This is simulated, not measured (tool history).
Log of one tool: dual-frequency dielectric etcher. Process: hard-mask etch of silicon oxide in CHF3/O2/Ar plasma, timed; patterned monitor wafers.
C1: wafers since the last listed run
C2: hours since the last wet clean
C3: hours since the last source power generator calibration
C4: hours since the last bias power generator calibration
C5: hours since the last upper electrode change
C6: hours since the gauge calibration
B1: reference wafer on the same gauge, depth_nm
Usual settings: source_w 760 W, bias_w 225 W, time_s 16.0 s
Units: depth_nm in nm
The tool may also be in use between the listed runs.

run 1 hour=0.0 | source_w=760 bias_w=203 time_s=14.0 | C1=0 C2=311.7 C3=841.2 C4=3508.9 C5=3978.8 C6=682.3 | B1=43.90 | depth_nm=36.65
run 2 hour=90.7 | source_w=760 bias_w=225 time_s=16.0 | C1=855 C2=402.4 C3=931.9 C4=3599.6 C5=4069.5 C6=773.0 | B1=43.90 | depth_nm=42.72
-- hour=150.3 wet clean of the chamber
run 3 hour=150.8 | source_w=760 bias_w=225 time_s=16.0 | C1=340 C2=0.5 C3=992.0 C4=3659.7 C5=4129.6 C6=833.1 | B1=43.89 | depth_nm=43.27
run 4 hour=215.9 | source_w=760 bias_w=247 time_s=14.0 | C1=613 C2=65.6 C3=1057.1 C4=3724.8 C5=4194.7 C6=898.2 | B1=43.90 | depth_nm=38.71
run 5 hour=298.4 | source_w=760 bias_w=247 time_s=14.0 | C1=777 C2=148.1 C3=1139.6 C4=3807.3 C5=4277.2 C6=980.7 | B1=43.87 | depth_nm=38.68
run 6 hour=373.6 | source_w=640 bias_w=184 time_s=16.0 | C1=709 C2=223.3 C3=1214.8 C4=3882.5 C5=4352.4 C6=1055.9 | B1=43.88 | depth_nm=38.79
run 7 hour=418.9 | source_w=640 bias_w=184 time_s=16.0 | C1=427 C2=268.6 C3=1260.1 C4=3927.8 C5=4397.7 C6=1101.2 | B1=43.90 | depth_nm=38.92
run 8 hour=466.4 | source_w=640 bias_w=184 time_s=16.0 | C1=447 C2=316.1 C3=1307.6 C4=3975.3 C5=4445.2 C6=1148.7 | B1=43.89 | depth_nm=38.88
run 9 hour=511.4 | source_w=760 bias_w=202 time_s=16.0 | C1=424 C2=361.1 C3=1352.6 C4=4020.3 C5=4490.2 C6=1193.7 | B1=43.87 | depth_nm=41.56
-- hour=569.1 gauge calibrated
-- hour=596.3 wet clean of the chamber
run 10 hour=600.3 | source_w=870 bias_w=225 time_s=16.0 | C1=611 C2=4.0 C3=1441.5 C4=4109.2 C5=4579.1 C6=31.2 | B1=43.89 | depth_nm=45.03
run 11 hour=672.2 | source_w=870 bias_w=225 time_s=16.0 | C1=677 C2=75.9 C3=1513.4 C4=4181.1 C5=4651.0 C6=103.1 | B1=43.87 | depth_nm=44.65
run 12 hour=744.2 | source_w=840 bias_w=225 time_s=16.0 | C1=678 C2=147.9 C3=1585.4 C4=4253.1 C5=4723.0 C6=175.1 | B1=43.90 | depth_nm=44.23
-- hour=750.7 source power generator calibrated
-- hour=766.6 bias power generator calibrated
run 13 hour=824.6 | source_w=840 bias_w=225 time_s=16.0 | C1=682 C2=228.3 C3=73.9 C4=58.0 C5=4803.4 C6=255.5 | B1=43.90 | depth_nm=44.72
run 14 hour=918.6 | source_w=760 bias_w=225 time_s=16.0 | C1=886 C2=322.3 C3=167.9 C4=152.0 C5=4897.4 C6=349.5 | B1=43.88 | depth_nm=43.10
-- hour=981.4 wet clean of the chamber
run 15 hour=1020.5 | source_w=760 bias_w=225 time_s=16.0 | C1=734 C2=39.1 C3=269.8 C4=253.9 C5=4999.3 C6=451.4 | B1=43.91 | depth_nm=43.37
run 16 hour=1094.0 | source_w=760 bias_w=225 time_s=16.0 | C1=693 C2=112.6 C3=343.3 C4=327.4 C5=5072.8 C6=524.9 | B1=43.88 | depth_nm=43.19
run 17 hour=1179.3 | source_w=760 bias_w=225 time_s=16.0 | C1=804 C2=197.9 C3=428.6 C4=412.7 C5=5158.1 C6=610.2 | B1=43.91 | depth_nm=43.12
-- hour=1232.3 upper electrode replaced
run 18 hour=1248.1 | source_w=840 bias_w=186 time_s=16.0 | C1=422 C2=266.7 C3=497.4 C4=481.5 C5=15.8 C6=679.0 | B1=43.91 | depth_nm=42.34
run 19 hour=1376.5 | source_w=670 bias_w=225 time_s=11.0 | C1=1210 C2=395.1 C3=625.8 C4=609.9 C5=144.2 C6=807.4 | B1=43.91 | depth_nm=28.08
-- hour=1485.5 wet clean of the chamber
run 20 hour=1486.0 | source_w=690 bias_w=225 time_s=20.5 | C1=806 C2=0.5 C3=735.3 C4=719.4 C5=253.7 C6=916.9 | B1=43.92 | depth_nm=54.06
run 21 hour=1529.6 | source_w=640 bias_w=184 time_s=16.0 | C1=411 C2=44.1 C3=778.9 C4=763.0 C5=297.3 C6=960.5 | B1=43.87 | depth_nm=39.22
run 22 hour=1578.4 | source_w=760 bias_w=225 time_s=13.0 | C1=460 C2=92.9 C3=827.7 C4=811.8 C5=346.1 C6=1009.3 | B1=43.92 | depth_nm=35.24
run 23 hour=1635.8 | source_w=630 bias_w=195 time_s=18.5 | C1=541 C2=150.3 C3=885.1 C4=869.2 C5=403.5 C6=1066.7 | B1=43.90 | depth_nm=45.71
run 24 hour=1682.9 | source_w=760 bias_w=275 time_s=16.0 | C1=444 C2=197.4 C3=932.2 C4=916.3 C5=450.6 C6=1113.8 | B1=43.87 | depth_nm=44.71
run 25 hour=1773.4 | source_w=760 bias_w=225 time_s=16.0 | C1=853 C2=287.9 C3=1022.7 C4=1006.8 C5=541.1 C6=1204.3 | B1=43.92 | depth_nm=42.56
run 26 hour=1818.3 | source_w=920 bias_w=255 time_s=11.0 | C1=423 C2=332.8 C3=1067.6 C4=1051.7 C5=586.0 C6=1249.2 | B1=43.90 | depth_nm=31.93
-- hour=1883.6 wet clean of the chamber
run 27 hour=1923.2 | source_w=810 bias_w=275 time_s=19.0 | C1=762 C2=39.6 C3=1172.5 C4=1156.6 C5=690.9 C6=1354.1 | B1=43.93 | depth_nm=54.69
run 28 hour=1993.4 | source_w=760 bias_w=225 time_s=16.0 | C1=661 C2=109.8 C3=1242.7 C4=1226.8 C5=761.1 C6=1424.3 | B1=43.90 | depth_nm=42.99
-- hour=2062.0 gauge calibrated
run 29 hour=2071.7 | source_w=930 bias_w=209 time_s=12.5 | C1=738 C2=188.1 C3=1321.0 C4=1305.1 C5=839.4 C6=9.7 | B1=43.91 | depth_nm=34.99

Hidden state at the last listed run before each entry between runs and at the first one after, where it differs:
Between runs 2 and 3: wet clean of the chamber (hour 150.3)
  etch rate over this chamber's usual, %: -1.46 -> -0.031; source power that arrives over what is set, %: -3.37 -> -3.46
  measured less the result without the state, depth_nm: -1.10 -> -0.49 nm
Between runs 9 and 10: gauge calibrated (hour 569.1); wet clean of the chamber (hour 596.3)
  etch rate over this chamber's usual, %: -1.6 -> -0.0904; source power that arrives over what is set, %: -3.84 -> -3.9
  measured less the result without the state, depth_nm: -1.19 -> -0.61 nm
Between runs 12 and 13: source power generator calibrated (hour 750.7); bias power generator calibrated (hour 766.6)
  etch rate over this chamber's usual, %: -0.717 -> -1.07; source power that arrives over what is set, %: -3.98 -> -0.369
  measured less the result without the state, depth_nm: -0.89 -> -0.53 nm
Between runs 14 and 15: wet clean of the chamber (hour 981.4)
  etch rate over this chamber's usual, %: -1.48 -> -0.251; source power that arrives over what is set, %: -1.12 -> -1.8
  measured less the result without the state, depth_nm: -0.80 -> -0.35 nm
Between runs 17 and 18: upper electrode replaced (hour 1232.3)
  etch rate over this chamber's usual, %: -0.942 -> -1.24; source power that arrives over what is set, %: -2.62 -> -2.91
  measured less the result without the state, depth_nm: -0.77 -> -0.93 nm
Between runs 19 and 20: wet clean of the chamber (hour 1485.5)
  etch rate over this chamber's usual, %: -1.8 -> 0.0553; source power that arrives over what is set, %: -3.35 -> -3.64
  measured less the result without the state, depth_nm: -0.81 -> -0.59 nm
Between runs 26 and 27: wet clean of the chamber (hour 1883.6)
  etch rate over this chamber's usual, %: -1.39 -> -0.308; source power that arrives over what is set, %: -4.24 -> -4.36
  measured less the result without the state, depth_nm: -0.89 -> -0.92 nm
Between runs 28 and 29: gauge calibrated (hour 2062.0)
  etch rate over this chamber's usual, %: -0.614 -> -0.954; source power that arrives over what is set, %: -4.43 -> -4.49
  measured less the result without the state, depth_nm: -0.88 -> -0.84 nm
